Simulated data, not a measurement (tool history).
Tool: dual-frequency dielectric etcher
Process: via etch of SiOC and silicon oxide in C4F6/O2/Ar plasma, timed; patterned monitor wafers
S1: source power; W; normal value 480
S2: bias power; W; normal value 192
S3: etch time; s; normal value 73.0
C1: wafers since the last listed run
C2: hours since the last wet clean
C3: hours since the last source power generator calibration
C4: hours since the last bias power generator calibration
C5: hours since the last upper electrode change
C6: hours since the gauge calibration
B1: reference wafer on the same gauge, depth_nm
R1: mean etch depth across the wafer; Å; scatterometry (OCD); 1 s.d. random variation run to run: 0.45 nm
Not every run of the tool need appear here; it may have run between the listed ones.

{"run": 1, "hour": 0.0, "S1": 440, "S2": 192, "S3": 73.0, "C1": 0, "C2": 498.8, "C3": 2856.0, "C4": 3048.6, "C5": 4569.1, "C6": 522.9, "B1": 72.5, "R1": 913}
{"hour": 81.1, "done": "wet clean of the chamber"}
{"run": 2, "hour": 81.6, "S1": 440, "S2": 192, "S3": 73.0, "C1": 820, "C2": 0.5, "C3": 2937.6, "C4": 3130.2, "C5": 4650.7, "C6": 604.5, "B1": 72.6, "R1": 866}
{"run": 3, "hour": 118.8, "S1": 570, "S2": 192, "S3": 73.0, "C1": 530, "C2": 37.7, "C3": 2974.8, "C4": 3167.4, "C5": 4687.9, "C6": 641.7, "B1": 72.6, "R1": 962}
{"run": 4, "hour": 172.4, "S1": 570, "S2": 192, "S3": 73.0, "C1": 763, "C2": 91.3, "C3": 3028.4, "C4": 3221.0, "C5": 4741.5, "C6": 695.3, "B1": 72.6, "R1": 961}
{"run": 5, "hour": 231.7, "S1": 570, "S2": 192, "S3": 73.0, "C1": 844, "C2": 150.6, "C3": 3087.7, "C4": 3280.3, "C5": 4800.8, "C6": 754.6, "B1": 72.6, "R1": 968}
{"run": 6, "hour": 301.4, "S1": 480, "S2": 192, "S3": 73.0, "C1": 993, "C2": 220.3, "C3": 3157.4, "C4": 3350.0, "C5": 4870.5, "C6": 824.3, "B1": 72.5, "R1": 922}
{"run": 7, "hour": 379.6, "S1": 480, "S2": 192, "S3": 73.0, "C1": 1114, "C2": 298.5, "C3": 3235.6, "C4": 3428.2, "C5": 4948.7, "C6": 902.5, "B1": 72.4, "R1": 921}
{"run": 8, "hour": 486.8, "S1": 480, "S2": 192, "S3": 73.0, "C1": 1527, "C2": 405.7, "C3": 3342.8, "C4": 3535.4, "C5": 5055.9, "C6": 1009.7, "B1": 72.6, "R1": 937}
{"run": 9, "hour": 534.7, "S1": 480, "S2": 192, "S3": 73.0, "C1": 682, "C2": 453.6, "C3": 3390.7, "C4": 3583.3, "C5": 5103.8, "C6": 1057.6, "B1": 72.6, "R1": 931}
{"run": 10, "hour": 573.7, "S1": 480, "S2": 192, "S3": 61.0, "C1": 555, "C2": 492.6, "C3": 3429.7, "C4": 3622.3, "C5": 5142.8, "C6": 1096.6, "B1": 72.5, "R1": 790}
{"hour": 613.6, "done": "upper electrode replaced"}
{"run": 11, "hour": 620.9, "S1": 480, "S2": 192, "S3": 73.0, "C1": 330, "C2": 539.8, "C3": 3476.9, "C4": 3669.5, "C5": 7.3, "C6": 1143.8, "B1": 72.6, "R1": 944}
{"hour": 672.4, "done": "gauge calibrated"}
{"hour": 679.9, "done": "wet clean of the chamber"}
{"run": 12, "hour": 719.4, "S1": 480, "S2": 231, "S3": 57.5, "C1": 1061, "C2": 39.5, "C3": 3575.4, "C4": 3768.0, "C5": 105.8, "C6": 47.0, "B1": 72.6, "R1": 779}
{"hour": 738.1, "done": "bias power generator calibrated"}
{"run": 13, "hour": 822.2, "S1": 480, "S2": 235, "S3": 80.5, "C1": 1407, "C2": 142.3, "C3": 3678.2, "C4": 84.1, "C5": 208.6, "C6": 149.8, "B1": 72.6, "R1": 1114}
{"run": 14, "hour": 876.4, "S1": 410, "S2": 192, "S3": 51.5, "C1": 772, "C2": 196.5, "C3": 3732.4, "C4": 138.3, "C5": 262.8, "C6": 204.0, "B1": 72.5, "R1": 607}
{"run": 15, "hour": 1067.2, "S1": 560, "S2": 221, "S3": 89.0, "C1": 2718, "C2": 387.3, "C3": 3923.2, "C4": 329.1, "C5": 453.6, "C6": 394.8, "B1": 72.5, "R1": 1282}
{"hour": 1110.8, "done": "source power generator calibrated"}
{"run": 16, "hour": 1159.5, "S1": 480, "S2": 172, "S3": 73.0, "C1": 1258, "C2": 479.6, "C3": 48.7, "C4": 421.4, "C5": 545.9, "C6": 487.1, "B1": 72.6, "R1": 887}
{"run": 17, "hour": 1219.2, "S1": 440, "S2": 154, "S3": 57.5, "C1": 850, "C2": 539.3, "C3": 108.4, "C4": 481.1, "C5": 605.6, "C6": 546.8, "B1": 72.7, "R1": 645}
{"run": 18, "hour": 1274.0, "S1": 480, "S2": 151, "S3": 56.0, "C1": 780, "C2": 594.1, "C3": 163.2, "C4": 535.9, "C5": 660.4, "C6": 601.6, "B1": 72.5, "R1": 638}
{"hour": 1339.5, "done": "wet clean of the chamber"}
{"run": 19, "hour": 1381.3, "S1": 550, "S2": 192, "S3": 73.0, "C1": 1186, "C2": 41.8, "C3": 270.5, "C4": 643.2, "C5": 767.7, "C6": 708.9, "B1": 72.5, "R1": 950}
{"run": 20, "hour": 1417.3, "S1": 480, "S2": 192, "S3": 73.0, "C1": 512, "C2": 77.8, "C3": 306.5, "C4": 679.2, "C5": 803.7, "C6": 744.9, "B1": 72.6, "R1": 909}

5 options for the next run, each taken on its own from the tool as it stands now. Forecast them:
{"run": "A", "hour": 1417.7, "S1": 480, "S2": 192, "S3": 73.0, "C1": 5, "C2": 78.2, "C3": 306.9, "C4": 679.6, "C5": 804.1, "C6": 745.3, "B1": "?", "R1": "?"}
{"run": "B", "hour": 1417.7, "S1": 480, "S2": 214, "S3": 87.5, "C1": 5, "C2": 78.2, "C3": 306.9, "C4": 679.6, "C5": 804.1, "C6": 745.3, "B1": "?", "R1": "?"}
{"run": "C", "hour": 1417.7, "S1": 480, "S2": 234, "S3": 88.5, "C1": 5, "C2": 78.2, "C3": 306.9, "C4": 679.6, "C5": 804.1, "C6": 745.3, "B1": "?", "R1": "?"}
{"run": "D", "hour": 1417.7, "S1": 360, "S2": 220, "S3": 66.0, "C1": 5, "C2": 78.2, "C3": 306.9, "C4": 679.6, "C5": 804.1, "C6": 745.3, "B1": "?", "R1": "?"}
{"run": "E", "hour": 1417.7, "S1": 440, "S2": 192, "S3": 93.5, "C1": 5, "C2": 78.2, "C3": 306.9, "C4": 679.6, "C5": 804.1, "C6": 745.3, "B1": "?", "R1": "?"}

run=A B1=72.7 R1=900
run=B B1=72.7 R1=1140
run=C B1=72.7 R1=1206
run=D B1=72.7 R1=779
run=E B1=72.7 R1=1114
What these runs would have given with no unlogged condition in the tool:
run=A R1=894
run=B R1=1132
run=C R1=1197
run=D R1=773
run=E R1=1106

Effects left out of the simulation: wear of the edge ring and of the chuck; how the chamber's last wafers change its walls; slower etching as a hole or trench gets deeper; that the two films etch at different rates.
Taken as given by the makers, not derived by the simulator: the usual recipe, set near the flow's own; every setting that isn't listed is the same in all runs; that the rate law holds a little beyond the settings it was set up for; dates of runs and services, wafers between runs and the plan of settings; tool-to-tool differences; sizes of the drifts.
